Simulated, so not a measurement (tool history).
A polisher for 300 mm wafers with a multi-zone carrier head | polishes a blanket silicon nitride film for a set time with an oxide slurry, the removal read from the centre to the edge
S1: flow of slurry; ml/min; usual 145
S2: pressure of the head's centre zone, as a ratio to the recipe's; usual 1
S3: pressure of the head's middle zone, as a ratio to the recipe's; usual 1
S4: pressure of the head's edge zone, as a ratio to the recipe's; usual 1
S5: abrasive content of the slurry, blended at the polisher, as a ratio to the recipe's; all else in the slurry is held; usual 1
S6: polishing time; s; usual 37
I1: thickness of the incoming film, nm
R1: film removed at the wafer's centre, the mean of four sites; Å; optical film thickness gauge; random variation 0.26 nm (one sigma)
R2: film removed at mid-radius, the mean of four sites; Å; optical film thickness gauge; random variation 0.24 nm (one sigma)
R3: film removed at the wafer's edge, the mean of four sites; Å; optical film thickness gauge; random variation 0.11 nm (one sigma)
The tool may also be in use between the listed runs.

{"run": 1, "day": 0.0, "S1": 145, "S2": 1, "S3": 1, "S4": 1, "S5": 1, "S6": 37, "I1": 325.2, "R1": 170, "R2": 172, "R3": 174}
{"run": 2, "day": 2.608, "S1": 145, "S2": 1, "S3": 1, "S4": 1, "S5": 1, "S6": 37, "I1": 315.2, "R1": 176, "R2": 176, "R3": 175}
{"run": 3, "day": 3.888, "S1": 145, "S2": 1, "S3": 1, "S4": 0.95, "S5": 1, "S6": 43, "I1": 325.1, "R1": 198, "R2": 203, "R3": 198}
{"day": 4.362, "done": "edge zone pressure recalibrated"}
{"run": 4, "day": 5.975, "S1": 145, "S2": 1, "S3": 1, "S4": 1, "S5": 1, "S6": 37, "I1": 319.3, "R1": 170, "R2": 175, "R3": 174}
{"day": 7.708, "done": "worn pad replaced by a new one"}
{"run": 5, "day": 7.729, "S1": 95, "S2": 1, "S3": 1, "S4": 1, "S5": 1, "S6": 37, "I1": 316.5, "R1": 159, "R2": 166, "R3": 168}
{"run": 6, "day": 8.833, "S1": 145, "S2": 1, "S3": 1, "S4": 1, "S5": 1, "S6": 37, "I1": 323.8, "R1": 163, "R2": 171, "R3": 173}
{"run": 7, "day": 10.129, "S1": 145, "S2": 1, "S3": 1, "S4": 1, "S5": 1, "S6": 37, "I1": 319.8, "R1": 165, "R2": 171, "R3": 173}
{"run": 8, "day": 12.488, "S1": 145, "S2": 1.04, "S3": 1, "S4": 1.06, "S5": 0.8, "S6": 41, "I1": 320.7, "R1": 162, "R2": 171, "R3": 176}
{"day": 14.3, "done": "centre zone pressure recalibrated"}
{"run": 9, "day": 14.329, "S1": 145, "S2": 0.96, "S3": 1, "S4": 1, "S5": 0.9, "S6": 45, "I1": 315.6, "R1": 193, "R2": 202, "R3": 200}
{"run": 10, "day": 16.454, "S1": 145, "S2": 1, "S3": 1, "S4": 1, "S5": 1, "S6": 37, "I1": 321.4, "R1": 176, "R2": 176, "R3": 174}
{"day": 17.775, "done": "slurry nozzle cleaned"}
{"run": 11, "day": 18.588, "S1": 145, "S2": 1.06, "S3": 1.04, "S4": 1, "S5": 0.9, "S6": 45, "I1": 323.2, "R1": 215, "R2": 211, "R3": 200}
{"day": 18.808, "done": "carrier head's membrane replaced by a new one"}
{"run": 12, "day": 20.838, "S1": 145, "S2": 0.96, "S3": 1, "S4": 1, "S5": 1, "S6": 49, "I1": 315.9, "R1": 219, "R2": 229, "R3": 229}
{"run": 13, "day": 22.479, "S1": 145, "S2": 1, "S3": 1, "S4": 1, "S5": 1, "S6": 37, "I1": 323.4, "R1": 172, "R2": 171, "R3": 175}
{"day": 23.633, "done": "worn pad replaced by a new one"}
{"run": 14, "day": 24.825, "S1": 145, "S2": 0.88, "S3": 1, "S4": 1, "S5": 1, "S6": 37, "I1": 319.9, "R1": 152, "R2": 169, "R3": 175}
{"run": 15, "day": 26.225, "S1": 115, "S2": 1, "S3": 1, "S4": 1, "S5": 1, "S6": 37, "I1": 315.9, "R1": 164, "R2": 166, "R3": 171}
{"day": 26.988, "done": "edge zone pressure recalibrated"}
{"run": 16, "day": 28.621, "S1": 145, "S2": 1, "S3": 1, "S4": 0.95, "S5": 1.2, "S6": 37, "I1": 317.2, "R1": 179, "R2": 193, "R3": 185}
{"run": 17, "day": 29.896, "S1": 145, "S2": 1, "S3": 1.08, "S4": 1, "S5": 1, "S6": 37, "I1": 324.3, "R1": 166, "R2": 185, "R3": 176}
{"run": 18, "day": 31.138, "S1": 145, "S2": 1, "S3": 1.05, "S4": 1, "S5": 0.75, "S6": 30, "I1": 322.1, "R1": 111, "R2": 125, "R3": 121}
{"run": 19, "day": 33.942, "S1": 145, "S2": 1, "S3": 1, "S4": 1, "S5": 1, "S6": 37, "I1": 313.5, "R1": 166, "R2": 174, "R3": 175}
{"run": 20, "day": 35.846, "S1": 95, "S2": 1, "S3": 1, "S4": 1, "S5": 1, "S6": 37, "I1": 323.4, "R1": 151, "R2": 160, "R3": 169}
{"day": 37.058, "done": "centre zone pressure recalibrated"}
{"run": 21, "day": 37.946, "S1": 145, "S2": 1, "S3": 1.09, "S4": 1.07, "S5": 1, "S6": 37, "I1": 318.3, "R1": 178, "R2": 187, "R3": 176}
{"day": 39.5, "done": "worn pad replaced by a new one"}
{"day": 39.538, "done": "carrier head's membrane replaced by a new one"}
{"run": 22, "day": 44.058, "S1": 145, "S2": 1, "S3": 1, "S4": 1, "S5": 1, "S6": 37, "I1": 317.6, "R1": 169, "R2": 173, "R3": 176}

The tool's hidden state at each run:
removal rate lost through wear of the pad, %: 0 in every run
slurry flow missing at the pad, %: 0 in every run
deviation of the edge zone's pressure from its setpoint, %: 0 in every run
H1: deviation of the centre zone's pressure from its setpoint, %
run=1 H1=-1.73
run=2 H1=-2.85
run=3 H1=-3.49
run=4 H1=-4.68
run=5 H1=-5.82
run=6 H1=-6.6
run=7 H1=-7.57
run=8 H1=-9.51
run=9 H1=-0.34
run=10 H1=-0.431
run=11 H1=-0.702
run=12 H1=-1.18
run=13 H1=-1.66
run=14 H1=-2.52
run=15 H1=-3.14
run=16 H1=-4.38
run=17 H1=-5.13
run=18 H1=-5.92
run=19 H1=-7.93
run=20 H1=-9.47
run=21 H1=0.0441
run=22 H1=-0.905

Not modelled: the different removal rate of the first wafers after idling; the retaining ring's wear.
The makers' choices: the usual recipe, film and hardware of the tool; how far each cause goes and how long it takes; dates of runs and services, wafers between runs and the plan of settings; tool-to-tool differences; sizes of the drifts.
